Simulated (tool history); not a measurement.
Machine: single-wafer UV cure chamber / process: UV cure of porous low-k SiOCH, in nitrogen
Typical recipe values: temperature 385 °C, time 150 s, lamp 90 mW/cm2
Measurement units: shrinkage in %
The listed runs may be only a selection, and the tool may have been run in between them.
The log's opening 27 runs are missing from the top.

run 28 hour=2373.6 | temperature=372 time=150 lamp=90 | shrinkage=8.248
-- hour=2425.2 quartz window cleaned
run 29 hour=2433.8 | temperature=385 time=95 lamp=116 | shrinkage=7.876
run 30 hour=2486.1 | temperature=398 time=125 lamp=52 | shrinkage=5.994
run 31 hour=2587.2 | temperature=385 time=150 lamp=74 | shrinkage=7.957
run 32 hour=2690 | temperature=385 time=150 lamp=90 | shrinkage=8.523
run 33 hour=2750.5 | temperature=403 time=225 lamp=54 | shrinkage=8.375
run 34 hour=2821.6 | temperature=385 time=150 lamp=90 | shrinkage=8.606
run 35 hour=2895.7 | temperature=385 time=150 lamp=90 | shrinkage=8.657
run 36 hour=2957.5 | temperature=385 time=150 lamp=90 | shrinkage=8.543
run 37 hour=3020 | temperature=380 time=220 lamp=118 | shrinkage=11.024
-- hour=3047.1 UV bulbs replaced
run 38 hour=3116.7 | temperature=385 time=90 lamp=66 | shrinkage=6.05
run 39 hour=3222 | temperature=368 time=150 lamp=115 | shrinkage=9.791
-- hour=3237.6 quartz window cleaned
run 40 hour=3282.1 | temperature=385 time=150 lamp=90 | shrinkage=9.088
run 41 hour=3389.1 | temperature=385 time=150 lamp=53 | shrinkage=6.98
run 42 hour=3478.5 | temperature=385 time=150 lamp=113 | shrinkage=10.043
run 43 hour=3540.2 | temperature=385 time=150 lamp=90 | shrinkage=8.95
run 44 hour=3640.9 | temperature=385 time=210 lamp=66 | shrinkage=9.06
run 45 hour=3948.9 | temperature=385 time=235 lamp=110 | shrinkage=11.481
run 46 hour=4005 | temperature=400 time=75 lamp=73 | shrinkage=5.651
-- hour=4028.9 quartz window cleaned
run 47 hour=4079.4 | temperature=385 time=240 lamp=75 | shrinkage=9.892
run 48 hour=4156.7 | temperature=385 time=150 lamp=58 | shrinkage=7.052
run 49 hour=4210.5 | temperature=385 time=150 lamp=121 | shrinkage=9.955

Each row is a separate what-if for the run after 49, all from the same tool condition, not one after another. Results?
run A hour=4211 | temperature=385 time=150 lamp=90 | shrinkage=?
run B hour=4211 | temperature=392 time=150 lamp=90 | shrinkage=?
run C hour=4211 | temperature=377 time=75 lamp=120 | shrinkage=?

run=A shrinkage=8.747
run=B shrinkage=8.858
run=C shrinkage=7.046
What these runs would have given with no unlogged condition in the tool:
run=A shrinkage=9.196
run=B shrinkage=9.308
run=C shrinkage=7.471
